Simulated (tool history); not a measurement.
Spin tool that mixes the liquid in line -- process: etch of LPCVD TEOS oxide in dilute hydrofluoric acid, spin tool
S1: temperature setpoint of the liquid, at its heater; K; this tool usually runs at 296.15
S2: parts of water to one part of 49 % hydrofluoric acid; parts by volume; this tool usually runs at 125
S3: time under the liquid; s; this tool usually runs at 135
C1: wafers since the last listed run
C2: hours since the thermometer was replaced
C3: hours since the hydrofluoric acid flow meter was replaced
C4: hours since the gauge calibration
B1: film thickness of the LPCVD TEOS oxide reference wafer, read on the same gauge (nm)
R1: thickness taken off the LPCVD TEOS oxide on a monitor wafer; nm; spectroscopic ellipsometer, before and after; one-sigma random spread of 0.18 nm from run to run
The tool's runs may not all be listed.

run 1 day=0 | S1=296.15 S2=125 S3=135 | C1=0 C2=502.4 C3=116.3 C4=200 | B1=110.02 | R1=26
run 2 day=2.342 | S1=296.15 S2=125 S3=135 | C1=600 C2=558.6 C3=172.5 C4=256.2 | B1=109.99 | R1=25.97
run 3 day=4.733 | S1=296.15 S2=125 S3=135 | C1=612 C2=616 C3=229.9 C4=313.6 | B1=110 | R1=26.15
run 4 day=6.696 | S1=296.15 S2=140 S3=135 | C1=502 C2=663.1 C3=277 C4=360.7 | B1=110.01 | R1=23.22
run 5 day=9.283 | S1=296.15 S2=125 S3=85 | C1=663 C2=725.2 C3=339.1 C4=422.8 | B1=110.03 | R1=16.69
run 6 day=11.488 | S1=296.15 S2=125 S3=85 | C1=564 C2=778.1 C3=392 C4=475.7 | B1=110 | R1=16.61
run 7 day=12.833 | S1=296.15 S2=125 S3=85 | C1=344 C2=810.4 C3=424.3 C4=508 | B1=109.98 | R1=16.79
run 8 day=14.062 | S1=296.15 S2=125 S3=135 | C1=315 C2=839.9 C3=453.8 C4=537.5 | B1=109.97 | R1=26.33
run 9 day=15.683 | S1=296.15 S2=125 S3=135 | C1=415 C2=878.8 C3=492.7 C4=576.4 | B1=110.04 | R1=26.58
run 10 day=16.996 | S1=296.15 S2=125 S3=135 | C1=336 C2=910.3 C3=524.2 C4=607.9 | B1=110.02 | R1=26.15
run 11 day=19.375 | S1=299.65 S2=125 S3=205 | C1=609 C2=967.4 C3=581.3 C4=665 | B1=110 | R1=46.13
-- day=20.858 thermometer replaced
run 12 day=21.525 | S1=298.65 S2=125 S3=135 | C1=540 C2=16 C3=632.9 C4=716.6 | B1=109.99 | R1=30.99
run 13 day=24.133 | S1=296.15 S2=125 S3=135 | C1=668 C2=78.6 C3=695.5 C4=779.2 | B1=110.02 | R1=27.87
run 14 day=25.396 | S1=298.65 S2=70 S3=215 | C1=323 C2=108.9 C3=725.8 C4=809.5 | B1=109.99 | R1=94.52
-- day=26.854 gauge calibrated
run 15 day=28.354 | S1=296.15 S2=160 S3=65 | C1=758 C2=179.9 C3=796.8 C4=36 | B1=109.98 | R1=10.16
-- day=28.771 thermometer replaced, repeated, since the last time left the tool worse
run 16 day=31.2 | S1=299.65 S2=90 S3=210 | C1=718 C2=58.3 C3=865.1 C4=104.3 | B1=109.98 | R1=65.83
run 17 day=32.258 | S1=299.15 S2=145 S3=185 | C1=271 C2=83.7 C3=890.5 C4=129.7 | B1=110.02 | R1=33.09
-- day=33.288 hydrofluoric acid flow meter replaced
run 18 day=37.446 | S1=296.15 S2=125 S3=135 | C1=1318 C2=208.2 C3=99.8 C4=254.2 | B1=109.98 | R1=25.98
run 19 day=39.962 | S1=294.15 S2=90 S3=185 | C1=644 C2=268.6 C3=160.2 C4=314.6 | B1=110.01 | R1=47.19
run 20 day=41.704 | S1=298.15 S2=125 S3=135 | C1=446 C2=310.4 C3=202 C4=356.4 | B1=110 | R1=28.1
run 21 day=43.162 | S1=299.15 S2=125 S3=185 | C1=373 C2=345.4 C3=237 C4=391.4 | B1=110.02 | R1=40.13

Forecast each of these 3 alternatives for the next run:
run A day=43.183 | S1=296.15 S2=125 S3=135 | C1=5 C2=345.9 C3=237.5 C4=391.9 | B1=? | R1=?
run B day=43.183 | S1=296.15 S2=105 S3=135 | C1=5 C2=345.9 C3=237.5 C4=391.9 | B1=? | R1=?
run C day=43.183 | S1=291.15 S2=80 S3=60 | C1=5 C2=345.9 C3=237.5 C4=391.9 | B1=? | R1=?

run=A B1=110.01 R1=25.74
run=B B1=110.01 R1=31.38
run=C B1=110.01 R1=15.36
The same runs, with their run-to-run variation unchanged, on a tool lacking any hidden condition would have given:
run=A R1=25.12
run=B R1=30.62
run=C R1=14.96
